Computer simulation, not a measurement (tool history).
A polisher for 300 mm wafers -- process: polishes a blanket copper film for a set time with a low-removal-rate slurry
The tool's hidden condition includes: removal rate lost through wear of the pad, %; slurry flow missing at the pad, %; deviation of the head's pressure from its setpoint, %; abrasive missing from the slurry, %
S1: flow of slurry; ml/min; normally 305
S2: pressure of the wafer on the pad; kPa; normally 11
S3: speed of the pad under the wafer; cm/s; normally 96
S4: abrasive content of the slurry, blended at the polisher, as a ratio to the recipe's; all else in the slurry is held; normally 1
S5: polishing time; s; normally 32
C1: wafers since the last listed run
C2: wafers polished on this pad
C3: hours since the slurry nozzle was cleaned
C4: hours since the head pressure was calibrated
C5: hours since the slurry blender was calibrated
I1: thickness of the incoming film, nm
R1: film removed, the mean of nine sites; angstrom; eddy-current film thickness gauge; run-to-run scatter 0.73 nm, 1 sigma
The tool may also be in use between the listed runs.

run 1 day=0 | S1=305 S2=11 S3=96 S4=1 S5=32 | C1=0 C2=948 C3=344.1 C4=711.1 C5=192.5 | I1=1329.9 | R1=474
run 2 day=1.017 | S1=305 S2=11 S3=96 S4=1 S5=32 | C1=189 C2=1138 C3=368.5 C4=735.5 C5=216.9 | I1=1323.7 | R1=480
run 3 day=2.475 | S1=305 S2=11 S3=96 S4=1 S5=32 | C1=271 C2=1409 C3=403.5 C4=770.5 C5=251.9 | I1=1349.1 | R1=453
-- day=2.742 worn pad replaced by a new one
-- day=4.258 slurry blender recalibrated
run 4 day=5.162 | S1=305 S2=11 S3=96 S4=1 S5=32 | C1=453 C2=435 C3=468 C4=835 C5=21.7 | I1=1361.4 | R1=504
run 5 day=6.433 | S1=305 S2=11 S3=96 S4=1 S5=32 | C1=236 C2=671 C3=498.5 C4=865.5 C5=52.2 | I1=1317.6 | R1=489
-- day=8.712 slurry nozzle cleaned
run 6 day=8.767 | S1=305 S2=11 S3=96 S4=1 S5=32 | C1=426 C2=1098 C3=1.3 C4=921.5 C5=108.2 | I1=1337.7 | R1=477
run 7 day=11.533 | S1=355 S2=11 S3=96 S4=1 S5=32 | C1=515 C2=1613 C3=67.7 C4=987.9 C5=174.6 | I1=1336.8 | R1=446
-- day=12.262 worn pad replaced by a new one
run 8 day=12.792 | S1=355 S2=11 S3=96 S4=1 S5=32 | C1=203 C2=98 C3=97.9 C4=1018.1 C5=204.8 | I1=1316.1 | R1=515
run 9 day=15.467 | S1=305 S2=11 S3=96 S4=1 S5=32 | C1=497 C2=596 C3=162.1 C4=1082.3 C5=269 | I1=1338.9 | R1=492
-- day=16.088 head pressure recalibrated
run 10 day=16.892 | S1=305 S2=11 S3=96 S4=1 S5=32 | C1=249 C2=846 C3=196.3 C4=19.3 C5=303.2 | I1=1366.4 | R1=487
-- day=17.7 slurry blender recalibrated
run 11 day=19.658 | S1=305 S2=11 S3=96 S4=1 S5=32 | C1=499 C2=1345 C3=262.7 C4=85.7 C5=47 | I1=1338.6 | R1=463
-- day=21.458 worn pad replaced by a new one
run 12 day=22.146 | S1=360 S2=11 S3=116 S4=1 S5=32 | C1=432 C2=128 C3=322.4 C4=145.4 C5=106.7 | I1=1326.3 | R1=568
run 13 day=23.212 | S1=305 S2=11 S3=72 S4=1 S5=32 | C1=198 C2=326 C3=348 C4=171 C5=132.3 | I1=1346.7 | R1=401
run 14 day=24.417 | S1=305 S2=11 S3=96 S4=1 S5=32 | C1=224 C2=550 C3=376.9 C4=199.9 C5=161.2 | I1=1332.9 | R1=482
run 15 day=26.583 | S1=305 S2=11 S3=116 S4=1 S5=32 | C1=403 C2=954 C3=428.9 C4=251.9 C5=213.2 | I1=1329.9 | R1=548
-- day=27.738 slurry blender recalibrated
run 16 day=27.925 | S1=305 S2=11 S3=96 S4=1 S5=22 | C1=234 C2=1188 C3=461.1 C4=284.1 C5=4.5 | I1=1317.1 | R1=324
run 17 day=29.238 | S1=305 S2=11 S3=66 S4=1 S5=32 | C1=244 C2=1432 C3=492.6 C4=315.6 C5=36 | I1=1360.4 | R1=344
-- day=30.142 worn pad replaced by a new one
-- day=31.208 slurry nozzle cleaned
run 18 day=31.329 | S1=305 S2=6.9 S3=96 S4=1 S5=42 | C1=350 C2=213 C3=2.9 C4=365.8 C5=86.2 | I1=1325.1 | R1=412
run 19 day=34.171 | S1=400 S2=7.6 S3=96 S4=1 S5=25 | C1=528 C2=742 C3=71.1 C4=434 C5=154.4 | I1=1363 | R1=276
run 20 day=37.104 | S1=305 S2=11 S3=120 S4=0.75 S5=32 | C1=546 C2=1288 C3=141.5 C4=504.4 C5=224.8 | I1=1345.3 | R1=506
-- day=38.304 worn pad replaced by a new one
run 21 day=38.325 | S1=305 S2=11 S3=96 S4=1 S5=29 | C1=196 C2=3 C3=170.8 C4=533.7 C5=254.1 | I1=1327.3 | R1=453
-- day=39.554 slurry blender recalibrated
run 22 day=40.404 | S1=305 S2=11 S3=96 S4=1 S5=32 | C1=371 C2=375 C3=220.7 C4=583.6 C5=20.4 | I1=1335.3 | R1=501
run 23 day=43.267 | S1=305 S2=13.8 S3=96 S4=1 S5=32 | C1=532 C2=908 C3=289.4 C4=652.3 C5=89.1 | I1=1350.5 | R1=593

What if the next run were any one of these 5? Each begins from the tool's condition after run 23:
run A day=43.283 | S1=305 S2=13.1 S3=96 S4=1 S5=32 | C1=3 C2=911 C3=289.8 C4=652.7 C5=89.5 | I1=1357.4 | R1=?
run B day=43.283 | S1=360 S2=11 S3=70 S4=1.2 S5=32 | C1=3 C2=911 C3=289.8 C4=652.7 C5=89.5 | I1=1357.4 | R1=?
run C day=43.283 | S1=305 S2=13.1 S3=78 S4=0.75 S5=42 | C1=3 C2=911 C3=289.8 C4=652.7 C5=89.5 | I1=1357.4 | R1=?
run D day=43.283 | S1=305 S2=11 S3=62 S4=0.9 S5=32 | C1=3 C2=911 C3=289.8 C4=652.7 C5=89.5 | I1=1357.4 | R1=?
run E day=43.283 | S1=305 S2=11 S3=106 S4=1 S5=32 | C1=3 C2=911 C3=289.8 C4=652.7 C5=89.5 | I1=1357.4 | R1=?

run=A R1=567
run=B R1=404
run=C R1=610
run=D R1=348
run=E R1=521
The same runs, with their run-to-run variation unchanged, on a tool lacking any hidden condition would have given:
run=A R1=597
run=B R1=425
run=C R1=642
run=D R1=367
run=E R1=548

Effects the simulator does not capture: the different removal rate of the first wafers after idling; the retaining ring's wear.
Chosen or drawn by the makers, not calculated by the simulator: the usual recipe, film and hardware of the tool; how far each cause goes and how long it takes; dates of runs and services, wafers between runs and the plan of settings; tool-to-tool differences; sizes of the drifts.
